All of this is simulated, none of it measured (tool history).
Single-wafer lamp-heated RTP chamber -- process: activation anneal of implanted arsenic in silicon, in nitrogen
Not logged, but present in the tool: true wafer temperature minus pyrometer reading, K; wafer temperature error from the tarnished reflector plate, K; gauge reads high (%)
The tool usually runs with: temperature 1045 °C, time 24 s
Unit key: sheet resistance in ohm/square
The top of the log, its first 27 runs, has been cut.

run	hour	temperature	time	wafers since the last listed run	wafers since the last pyrometer calibration	wafers since the reflector plate was cleaned	hours since the gauge calibration	read-back reference wafer on the same gauge, sheet resistance	sheet resistance
28	306.6	1045	24	180	2693	3404	42.1	72.35	76.92
29	321.2	1045	37	284	2977	3688	56.7	72.44	72.68
# hour 343.8: pyrometer window cleaned and pyrometer calibrated
30	357.7	1045	24	554	270	4242	93.2	72.4	77.97
31	369.7	1062	36	233	503	4476	105.2	72.35	70.46
32	378.4	1045	15	169	673	4645	113.9	72.4	82.12
33	390.6	1066	28	237	910	4883	126.1	72.37	70.93
34	398.3	1027	33	149	1060	5033	133.8	72.4	79.27
35	405.6	1045	24	142	1202	5175	141.1	72.4	78.32
36	420.2	1071	14	284	1486	5459	155.7	72.36	76.62
37	434.8	1045	24	284	1770	5743	170.3	72.36	77.65
38	447.8	1055	16	253	2023	5996	183.3	72.36	79.23

Here are 3 independent what-if runs from the current tool condition. What would each one return?
A	448.2	1045	24	7	2031	6004	183.7	?	?
B	448.2	1066	36	7	2031	6004	183.7	?	?
C	448.2	1035	15	7	2031	6004	183.7	?	?

run	read-back reference wafer on the same gauge, sheet resistance	sheet resistance
A	72.41	76.89
B	72.41	68.59
C	72.41	83.76
With the hidden condition removed and each run's random variation left untouched, the same runs would have given:
run	sheet resistance
A	77.84
B	69.35
C	84.7
